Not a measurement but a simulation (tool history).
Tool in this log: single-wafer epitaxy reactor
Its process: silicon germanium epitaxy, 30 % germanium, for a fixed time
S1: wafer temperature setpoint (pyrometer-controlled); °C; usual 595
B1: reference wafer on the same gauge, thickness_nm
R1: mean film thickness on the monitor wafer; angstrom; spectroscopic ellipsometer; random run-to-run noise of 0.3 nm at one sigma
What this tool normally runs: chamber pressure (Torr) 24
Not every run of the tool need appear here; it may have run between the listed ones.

{"run": 1, "day": 0.0, "S1": 585, "chamber pressure (Torr)": 24, "B1": 61.519, "R1": 495.24}
{"run": 2, "day": 2.983, "S1": 585, "chamber pressure (Torr)": 24, "B1": 61.598, "R1": 497.5}
{"day": 3.358, "done": "capacitance manometer re-zeroed and calibrated"}
{"run": 3, "day": 6.042, "S1": 595, "chamber pressure (Torr)": 24, "B1": 61.59, "R1": 588.12}
{"run": 4, "day": 10.275, "S1": 595, "chamber pressure (Torr)": 24, "B1": 61.647, "R1": 582.86}
{"day": 19.6, "done": "pyrometer calibrated"}
{"run": 5, "day": 19.829, "S1": 591, "chamber pressure (Torr)": 27.8, "B1": 61.639, "R1": 564.19}
{"run": 6, "day": 22.975, "S1": 591, "chamber pressure (Torr)": 27.8, "B1": 61.701, "R1": 569.12}
{"run": 7, "day": 24.492, "S1": 591, "chamber pressure (Torr)": 27.8, "B1": 61.573, "R1": 570.35}
{"run": 8, "day": 27.367, "S1": 595, "chamber pressure (Torr)": 24, "B1": 61.561, "R1": 570.66}
{"run": 9, "day": 30.346, "S1": 595, "chamber pressure (Torr)": 24, "B1": 61.59, "R1": 566.78}
{"run": 10, "day": 33.042, "S1": 595, "chamber pressure (Torr)": 24, "B1": 61.741, "R1": 571.15}
{"run": 11, "day": 37.388, "S1": 595, "chamber pressure (Torr)": 24, "B1": 61.676, "R1": 570.2}
{"day": 41.429, "done": "showerhead replaced, of another model than before"}
{"run": 12, "day": 41.45, "S1": 595, "chamber pressure (Torr)": 24, "B1": 61.621, "R1": 580.83}
{"day": 41.817, "done": "capacitance manometer re-zeroed and calibrated"}
{"run": 13, "day": 52.708, "S1": 595, "chamber pressure (Torr)": 24, "B1": 61.614, "R1": 579.72}
{"run": 14, "day": 55.762, "S1": 595, "chamber pressure (Torr)": 24, "B1": 61.593, "R1": 582.84}
{"run": 15, "day": 57.971, "S1": 595, "chamber pressure (Torr)": 24, "B1": 61.648, "R1": 581.64}
{"run": 16, "day": 61.538, "S1": 595, "chamber pressure (Torr)": 24, "B1": 61.61, "R1": 584.49}
{"run": 17, "day": 64.088, "S1": 595, "chamber pressure (Torr)": 24, "B1": 61.495, "R1": 585.52}

Run 18, settings as shown, results not yet in. Your forecast:
{"run": 18, "day": 68.108, "S1": 595, "chamber pressure (Torr)": 24, "B1": "?", "R1": "?"}

Logged for run 18: B1 61.513, R1 582.84 angstrom.
Were there no unlogged condition in the tool, this run, its random variation unchanged, would have produced R1 557.35 angstrom.
